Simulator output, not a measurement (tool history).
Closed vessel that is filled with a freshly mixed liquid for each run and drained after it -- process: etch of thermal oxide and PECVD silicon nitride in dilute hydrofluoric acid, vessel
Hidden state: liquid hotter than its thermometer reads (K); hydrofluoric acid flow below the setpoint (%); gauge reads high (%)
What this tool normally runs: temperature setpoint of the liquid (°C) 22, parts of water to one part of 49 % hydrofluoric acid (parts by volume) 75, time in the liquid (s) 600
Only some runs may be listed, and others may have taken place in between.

run   hour  temperature setpoint of the liquid (°C)  parts of water to one part of 49 % hydrofluoric acid (parts by volume)  time in the liquid (s)  wafers since the last listed run  hours since the thermometer was replaced  hours since the hydrofluoric acid flow meter was replaced  hours since the gauge calibration  read-back film thickness of the thermal oxide reference wafer, read on the same gauge (nm)  read-back film thickness of the PECVD silicon nitride reference wafer, read on the same gauge (nm)  thickness taken off the thermal oxide on a monitor wafer (nm)  thickness taken off the PECVD silicon nitride on a monitor wafer (nm)
  1      0                                       22                                                                      75                     600                                 0                                    1724.8                                                     1819.2                              331.3                                                                                       49.98                                                                                                  80                                                          37.29                                                                  31.63
  2   14.2                                       22                                                                      75                     600                               852                                      1739                                                     1833.4                              345.5                                                                                       49.98                                                                                               80.02                                                          37.87                                                                  31.74
  3   37.8                                       22                                                                      75                     600                              1416                                    1762.6                                                       1857                              369.1                                                                                       50.02                                                                                               80.01                                                          37.54                                                                  31.88
  4   63.7                                       22                                                                      75                     600                              1554                                    1788.5                                                     1882.9                                395                                                                                       49.98                                                                                                  80                                                          37.16                                                                     32
  5   77.7                                       22                                                                      75                     600                               840                                    1802.5                                                     1896.9                                409                                                                                       49.96                                                                                                  80                                                          37.54                                                                  31.77
  6  101.9                                       22                                                                      75                     315                              1452                                    1826.7                                                     1921.1                              433.2                                                                                       49.99                                                                                               79.99                                                          19.81                                                                  16.66
  7  117.8                                       22                                                                      75                     315                               954                                    1842.6                                                       1937                              449.1                                                                                       50.02                                                                                                  80                                                          19.52                                                                  16.59
  8  130.5                                       22                                                                      75                     315                               762                                    1855.3                                                     1949.7                              461.8                                                                                       49.97                                                                                               80.01                                                          19.71                                                                  16.78
  9  145.6                                       22                                                                      75                     600                               906                                    1870.4                                                     1964.8                              476.9                                                                                       49.97                                                                                               79.99                                                          37.73                                                                  31.61
 10  158.8                                       22                                                                      75                     600                               792                                    1883.6                                                       1978                              490.1                                                                                       49.98                                                                                               80.01                                                          37.68                                                                  32.08
 11  174.9                                       22                                                                      75                     600                               966                                    1899.7                                                     1994.1                              506.2                                                                                       50.02                                                                                                  80                                                          37.69                                                                  32.26
 12  207.5                                       22                                                                      50                     600                              1956                                    1932.3                                                     2026.7                              538.8                                                                                       49.98                                                                                               79.98                                                          58.54                                                                  47.84
 13    233                                       27                                                                      75                     695                              1530                                    1957.8                                                     2052.2                              564.3                                                                                       50.01                                                                                                  80                                                          52.79                                                                  51.69
 14  247.9                                       22                                                                      75                     600                               894                                    1972.7                                                     2067.1                              579.2                                                                                       50.06                                                                                               80.01                                                          37.65                                                                  32.13
     264.9  -- hydrofluoric acid flow meter replaced
 15  279.7                                     25.5                                                                      75                     340                              1848                                    2004.5                                                       14.8                                611                                                                                       49.97                                                                                               79.99                                                          26.75                                                                  24.64
     329.8  -- gauge calibrated
 16  341.7                                       22                                                                      55                     810                              3721                                    2066.5                                                       76.8                               11.9                                                                                       49.97                                                                                               79.99                                                          76.43                                                                  62.49
 17  373.7                                       22                                                                      75                     600                              1920                                    2098.5                                                      108.8                               43.9                                                                                       49.98                                                                                               79.99                                                          40.62                                                                  34.68
 18  404.4                                       20                                                                      60                     785                              1842                                    2129.2                                                      139.5                               74.6                                                                                       49.96                                                                                                  80                                                           62.7                                                                  49.73
 19  424.7                                       22                                                                      60                     600                              1218                                    2149.5                                                      159.8                               94.9                                                                                       49.96                                                                                               80.01                                                          51.46                                                                  42.66
 20  500.7                                       22                                                                      75                     600                              4561                                    2225.5                                                      235.8                              170.9                                                                                          50                                                                                                  80                                                          41.22                                                                  34.59
     515.4  -- thermometer replaced
 21    522                                     26.5                                                                      40                     300                              1218                                       6.6                                                      257.1                              192.2                                                                                       49.99                                                                                               79.99                                                          43.32                                                                  36.82
 22  543.9                                       27                                                                      75                     695                              1314                                      28.5                                                        279                              214.1                                                                                       50.04                                                                                                  80                                                          52.57                                                                  47.07
 23  575.7                                       22                                                                      75                     245                              1908                                      60.3                                                      310.8                              245.9                                                                                       49.95                                                                                               80.01                                                          15.26                                                                  12.17
 24  602.7                                     25.5                                                                      75                     500                              1620                                      87.3                                                      337.8                              272.9                                                                                       49.94                                                                                               79.99                                                          35.42                                                                  30.82
 25  616.5                                       22                                                                      75                     895                               828                                     101.1                                                      351.6                              286.7                                                                                       49.97                                                                                               80.01                                                          54.98                                                                  44.52
 26  641.8                                       20                                                                      40                     300                              1518                                     126.4                                                      376.9                                312                                                                                       49.99                                                                                               80.01                                                          33.09                                                                  24.23
 27  667.4                                       17                                                                      45                     600                              1536                                       152                                                      402.5                              337.6                                                                                       49.99                                                                                               80.01                                                          51.25                                                                  34.58

Consider 3 possible next runs. They are alternatives, not a sequence: every one starts from the tool as it was left by run 27. What does each give?
  A  668.2                                       22                                                                      75                     600                                48                                     152.8                                                      403.3                              338.4                                                                                           ?                                                                                                   ?                                                              ?                                                                      ?
  B  668.2                                     18.5                                                                      75                     600                                48                                     152.8                                                      403.3                              338.4                                                                                           ?                                                                                                   ?                                                              ?                                                                      ?
  C  668.2                                     19.5                                                                     105                     865                                48                                     152.8                                                      403.3                              338.4                                                                                           ?                                                                                                   ?                                                              ?                                                                      ?

run  read-back film thickness of the thermal oxide reference wafer, read on the same gauge (nm)  read-back film thickness of the PECVD silicon nitride reference wafer, read on the same gauge (nm)  thickness taken off the thermal oxide on a monitor wafer (nm)  thickness taken off the PECVD silicon nitride on a monitor wafer (nm)
  A                                                                                       50.02                                                                                                  80                                                          36.96                                                                  29.85
  B                                                                                       50.02                                                                                                  80                                                          31.97                                                                  23.49
  C                                                                                       50.02                                                                                                  80                                                          33.16                                                                  26.13
Stripped of hidden state, with their random variation kept, the same runs would have yielded:
run  thickness taken off the thermal oxide on a monitor wafer (nm)  thickness taken off the PECVD silicon nitride on a monitor wafer (nm)
  A                                                          37.36                                                                  29.82
  B                                                          32.29                                                                  23.45
  C                                                          33.53                                                                   26.1

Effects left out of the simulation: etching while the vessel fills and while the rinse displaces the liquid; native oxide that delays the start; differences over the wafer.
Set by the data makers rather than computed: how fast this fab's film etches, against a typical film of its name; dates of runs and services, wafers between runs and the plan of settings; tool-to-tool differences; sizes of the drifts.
